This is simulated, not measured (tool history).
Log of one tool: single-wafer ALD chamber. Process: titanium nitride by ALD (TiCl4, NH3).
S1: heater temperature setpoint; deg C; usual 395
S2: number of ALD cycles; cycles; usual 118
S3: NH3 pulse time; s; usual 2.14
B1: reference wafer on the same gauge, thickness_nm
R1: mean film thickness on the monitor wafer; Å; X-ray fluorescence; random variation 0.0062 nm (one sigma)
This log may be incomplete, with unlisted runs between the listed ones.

| run | day | S1 | S2 | S3 | B1 | R1 |
|---|---|---|---|---|---|---|
| 1 | 0.000 | 395 | 118 | 2.14 | 2.087 | 25.00 |
| 2 | 1.208 | 395 | 118 | 2.14 | 2.088 | 24.91 |
| 3 | 5.258 | 399 | 118 | 1.51 | 2.093 | 24.82 |
| 4 | 5.821 | 399 | 118 | 1.51 | 2.094 | 24.83 |
| 5 | 6.358 | 399 | 118 | 1.51 | 2.094 | 24.78 |
| 6 | 6.929 | 388 | 118 | 2.14 | 2.096 | 24.87 |
| 7 | 7.508 | 389 | 118 | 2.14 | 2.097 | 24.81 |
| 8 | 8.221 | 389 | 118 | 2.14 | 2.098 | 24.85 |
| 9 | 9.029 | 389 | 118 | 2.14 | 2.098 | 25.03 |
| 10 | 10.117 | 395 | 118 | 2.14 | 2.099 | 25.20 |
|  | 10.617 | showerhead replaced |
| 11 | 11.292 | 395 | 118 | 2.59 | 2.102 | 25.22 |
| 12 | 11.883 | 395 | 118 | 2.59 | 2.101 | 25.17 |
| 13 | 13.521 | 395 | 118 | 2.59 | 2.103 | 25.29 |
| 14 | 14.638 | 399 | 118 | 2.14 | 2.106 | 25.19 |
| 15 | 15.675 | 384 | 118 | 1.91 | 2.107 | 24.87 |
| 16 | 16.921 | 395 | 118 | 2.14 | 2.108 | 25.23 |
| 17 | 17.471 | 390 | 104 | 1.66 | 2.110 | 22.00 |
| 18 | 18.517 | 390 | 118 | 2.85 | 2.110 | 25.40 |
|  | 19.142 | thermocouple changed; heater temperature recalibrated |
|  | 19.775 | gauge calibrated |
| 19 | 19.808 | 400 | 118 | 2.84 | 2.085 | 25.18 |
| 20 | 21.042 | 382 | 101 | 2.58 | 2.087 | 21.34 |
| 21 | 21.996 | 400 | 118 | 2.51 | 2.089 | 25.23 |
| 22 | 24.917 | 380 | 107 | 2.65 | 2.092 | 22.55 |
| 23 | 25.858 | 402 | 118 | 2.14 | 2.093 | 25.11 |
| 24 | 26.454 | 383 | 118 | 1.49 | 2.094 | 24.52 |
| 25 | 27.217 | 395 | 118 | 2.14 | 2.095 | 25.12 |
| 26 | 28.196 | 395 | 118 | 2.59 | 2.097 | 25.16 |
| 27 | 29.483 | 387 | 131 | 2.14 | 2.098 | 27.60 |
| 28 | 30.267 | 385 | 118 | 2.95 | 2.100 | 25.22 |
| 29 | 30.958 | 395 | 118 | 2.14 | 2.100 | 25.06 |

Below are 4 alternative next runs, each starting from the tool's condition after run 29. Predict each:
| A | 30.988 | 395 | 99 | 2.14 | ? | ? |
| B | 30.988 | 395 | 134 | 2.64 | ? | ? |
| C | 30.988 | 382 | 118 | 2.14 | ? | ? |
| D | 30.988 | 406 | 127 | 1.79 | ? | ? |

| run | B1 | R1 |
|---|---|---|
| A | 2.100 | 21.00 |
| B | 2.100 | 28.60 |
| C | 2.100 | 24.74 |
| D | 2.100 | 27.00 |
What these runs would have given with no unlogged condition in the tool:
| run | R1 |
|---|---|
| A | 20.80 |
| B | 28.33 |
| C | 24.51 |
| D | 26.74 |

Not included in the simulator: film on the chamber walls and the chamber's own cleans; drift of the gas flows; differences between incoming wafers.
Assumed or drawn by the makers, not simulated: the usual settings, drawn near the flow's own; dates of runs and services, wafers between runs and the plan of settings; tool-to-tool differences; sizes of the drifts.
